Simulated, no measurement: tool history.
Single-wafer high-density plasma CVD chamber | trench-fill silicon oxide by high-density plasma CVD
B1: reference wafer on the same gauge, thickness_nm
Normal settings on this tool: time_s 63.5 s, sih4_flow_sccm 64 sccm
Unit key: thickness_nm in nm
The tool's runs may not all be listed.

{"run": 1, "hour": 0.0, "time_s": 63.5, "sih4_flow_sccm": 64, "B1": 393.665, "thickness_nm": 443.926}
{"run": 2, "hour": 49.7, "time_s": 63.5, "sih4_flow_sccm": 64, "B1": 393.736, "thickness_nm": 444.584}
{"run": 3, "hour": 109.0, "time_s": 63.5, "sih4_flow_sccm": 64, "B1": 393.046, "thickness_nm": 443.401}
{"run": 4, "hour": 197.0, "time_s": 63.5, "sih4_flow_sccm": 60, "B1": 393.394, "thickness_nm": 416.509}
{"run": 5, "hour": 243.0, "time_s": 68.8, "sih4_flow_sccm": 64, "B1": 392.968, "thickness_nm": 482.223}
{"run": 6, "hour": 316.0, "time_s": 68.8, "sih4_flow_sccm": 64, "B1": 393.367, "thickness_nm": 484.032}
{"run": 7, "hour": 385.4, "time_s": 63.5, "sih4_flow_sccm": 64, "B1": 393.012, "thickness_nm": 445.649}
{"hour": 460.0, "done": "gauge calibrated"}
{"run": 8, "hour": 478.9, "time_s": 63.5, "sih4_flow_sccm": 67, "B1": 393.139, "thickness_nm": 465.022}
{"run": 9, "hour": 539.3, "time_s": 56.4, "sih4_flow_sccm": 59, "B1": 392.765, "thickness_nm": 363.208}
{"run": 10, "hour": 600.1, "time_s": 63.5, "sih4_flow_sccm": 64, "B1": 392.975, "thickness_nm": 444.32}
{"run": 11, "hour": 685.5, "time_s": 72, "sih4_flow_sccm": 64, "B1": 392.537, "thickness_nm": 507.27}
{"run": 12, "hour": 756.6, "time_s": 68.8, "sih4_flow_sccm": 64, "B1": 392.696, "thickness_nm": 482.854}
{"hour": 824.1, "done": "silane flow controller replaced"}
{"run": 13, "hour": 850.2, "time_s": 69.2, "sih4_flow_sccm": 52, "B1": 392.825, "thickness_nm": 369.323}
{"run": 14, "hour": 926.9, "time_s": 73.6, "sih4_flow_sccm": 72, "B1": 392.794, "thickness_nm": 547.548}
{"run": 15, "hour": 967.7, "time_s": 56, "sih4_flow_sccm": 61, "B1": 393.358, "thickness_nm": 351.843}
{"run": 16, "hour": 1049.7, "time_s": 63.5, "sih4_flow_sccm": 64, "B1": 393.155, "thickness_nm": 419.674}

What if the next run were any one of these 5? Each begins from the tool's condition after run 16:
{"run": "A", "hour": 1050.1, "time_s": 63.5, "sih4_flow_sccm": 64, "B1": "?", "thickness_nm": "?"}
{"run": "B", "hour": 1050.1, "time_s": 73.1, "sih4_flow_sccm": 67, "B1": "?", "thickness_nm": "?"}
{"run": "C", "hour": 1050.1, "time_s": 57.4, "sih4_flow_sccm": 52, "B1": "?", "thickness_nm": "?"}
{"run": "D", "hour": 1050.1, "time_s": 55.5, "sih4_flow_sccm": 70, "B1": "?", "thickness_nm": "?"}
{"run": "E", "hour": 1050.1, "time_s": 60.1, "sih4_flow_sccm": 64, "B1": "?", "thickness_nm": "?"}

run=A B1=393.328 thickness_nm=420.94
run=B B1=393.328 thickness_nm=507.292
run=C B1=393.328 thickness_nm=309.159
run=D B1=393.328 thickness_nm=402.399
run=E B1=393.328 thickness_nm=398.401
Had the tool no hidden state, the same runs would have come out as:
run=A thickness_nm=417.822
run=B thickness_nm=503.535
run=C thickness_nm=306.869
run=D thickness_nm=399.419
run=E thickness_nm=395.45

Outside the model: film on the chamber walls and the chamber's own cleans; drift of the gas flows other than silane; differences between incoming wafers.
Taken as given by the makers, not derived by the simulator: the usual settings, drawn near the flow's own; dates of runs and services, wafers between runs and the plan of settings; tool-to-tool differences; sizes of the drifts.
